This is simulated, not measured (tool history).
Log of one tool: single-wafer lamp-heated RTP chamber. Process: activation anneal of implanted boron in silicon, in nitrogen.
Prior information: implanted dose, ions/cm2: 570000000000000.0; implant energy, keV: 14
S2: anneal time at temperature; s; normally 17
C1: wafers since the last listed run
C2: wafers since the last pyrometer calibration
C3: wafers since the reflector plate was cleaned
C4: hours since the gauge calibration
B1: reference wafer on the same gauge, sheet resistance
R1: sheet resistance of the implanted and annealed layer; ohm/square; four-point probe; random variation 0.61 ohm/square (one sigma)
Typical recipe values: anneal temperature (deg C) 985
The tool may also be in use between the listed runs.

{"run": 1, "hour": 0.0, "anneal temperature (deg C)": 985, "S2": 17, "C1": 0, "C2": 4440, "C3": 5842, "C4": 72.3, "B1": 219, "R1": 221.72}
{"run": 2, "hour": 15.5, "anneal temperature (deg C)": 985, "S2": 17, "C1": 144, "C2": 4585, "C3": 5986, "C4": 87.8, "B1": 218.95, "R1": 221.39}
{"run": 3, "hour": 22.0, "anneal temperature (deg C)": 985, "S2": 12, "C1": 60, "C2": 4645, "C3": 6047, "C4": 94.3, "B1": 218.98, "R1": 222.85}
{"run": 4, "hour": 32.1, "anneal temperature (deg C)": 985, "S2": 12, "C1": 93, "C2": 4739, "C3": 6141, "C4": 104.4, "B1": 219.09, "R1": 222.48}
{"run": 5, "hour": 42.7, "anneal temperature (deg C)": 985, "S2": 17, "C1": 98, "C2": 4838, "C3": 6239, "C4": 115, "B1": 218.87, "R1": 222.04}
{"run": 6, "hour": 53.6, "anneal temperature (deg C)": 985, "S2": 17, "C1": 101, "C2": 4939, "C3": 6341, "C4": 125.9, "B1": 219.01, "R1": 221.22}
{"run": 7, "hour": 68.6, "anneal temperature (deg C)": 985, "S2": 17, "C1": 139, "C2": 5079, "C3": 6480, "C4": 140.9, "B1": 219.02, "R1": 222.51}
{"run": 8, "hour": 81.3, "anneal temperature (deg C)": 985, "S2": 17, "C1": 118, "C2": 5197, "C3": 6598, "C4": 153.6, "B1": 219.03, "R1": 221.49}
{"run": 9, "hour": 97.4, "anneal temperature (deg C)": 985, "S2": 17, "C1": 149, "C2": 5346, "C3": 6748, "C4": 169.7, "B1": 219.02, "R1": 222.1}
{"run": 10, "hour": 104.2, "anneal temperature (deg C)": 985, "S2": 17, "C1": 63, "C2": 5410, "C3": 6811, "C4": 176.5, "B1": 219, "R1": 221.66}
{"hour": 114.0, "done": "reflector plate cleaned"}
{"run": 11, "hour": 119.7, "anneal temperature (deg C)": 1000, "S2": 17, "C1": 69, "C2": 5479, "C3": 52, "C4": 192, "B1": 218.9, "R1": 218.29}
{"hour": 132.2, "done": "pyrometer window cleaned and pyrometer calibrated"}
{"run": 12, "hour": 137.5, "anneal temperature (deg C)": 985, "S2": 17, "C1": 91, "C2": 49, "C3": 143, "C4": 209.8, "B1": 219.14, "R1": 227.02}
{"run": 13, "hour": 191.2, "anneal temperature (deg C)": 1011, "S2": 22, "C1": 499, "C2": 548, "C3": 643, "C4": 263.5, "B1": 218.93, "R1": 218.78}
{"run": 14, "hour": 208.1, "anneal temperature (deg C)": 1014, "S2": 7, "C1": 157, "C2": 705, "C3": 800, "C4": 280.4, "B1": 218.92, "R1": 219.4}
{"run": 15, "hour": 219.4, "anneal temperature (deg C)": 1011, "S2": 20, "C1": 105, "C2": 811, "C3": 905, "C4": 291.7, "B1": 219.1, "R1": 216.57}
{"hour": 219.8, "done": "gauge calibrated"}
{"run": 16, "hour": 258.1, "anneal temperature (deg C)": 985, "S2": 20, "C1": 359, "C2": 1171, "C3": 1265, "C4": 38.3, "B1": 218.99, "R1": 223.13}
{"run": 17, "hour": 275.5, "anneal temperature (deg C)": 967, "S2": 27, "C1": 161, "C2": 1332, "C3": 1427, "C4": 55.7, "B1": 218.93, "R1": 231.83}
{"run": 18, "hour": 286.2, "anneal temperature (deg C)": 985, "S2": 17, "C1": 99, "C2": 1432, "C3": 1527, "C4": 66.4, "B1": 219.07, "R1": 222.78}
{"run": 19, "hour": 303.8, "anneal temperature (deg C)": 1008, "S2": 26, "C1": 163, "C2": 1596, "C3": 1690, "C4": 84, "B1": 219.07, "R1": 215.94}
{"run": 20, "hour": 320.8, "anneal temperature (deg C)": 1006, "S2": 7, "C1": 158, "C2": 1754, "C3": 1848, "C4": 101, "B1": 219.09, "R1": 220.48}

Below, some changes in R1 between adjacent runs. For each, the amount present without the hidden state too (settings, incoming material, random variation) and the amount remaining for the hidden state with gauge scatter not shared by both compared results:
The tool's hidden condition here consists of: true wafer temperature minus pyrometer reading, K; wafer temperature error from the tarnished reflector plate, K; gauge reads high (%).
Run 11 -> 12: anneal temperature (deg C) 1000 -> 985, pyrometer window cleaned and pyrometer calibrated. R1 +8.73 ohm/square: hidden state +2.12, all else +6.61.
Run 16 -> 17: anneal temperature (deg C) 985 -> 967, S2 20 -> 27. R1 +8.7 ohm/square: hidden state -3.68, all else +12.38.
Run 17 -> 18: anneal temperature (deg C) 967 -> 985, S2 27 -> 17. R1 -9.05 ohm/square: hidden state +3.11, all else -12.16.
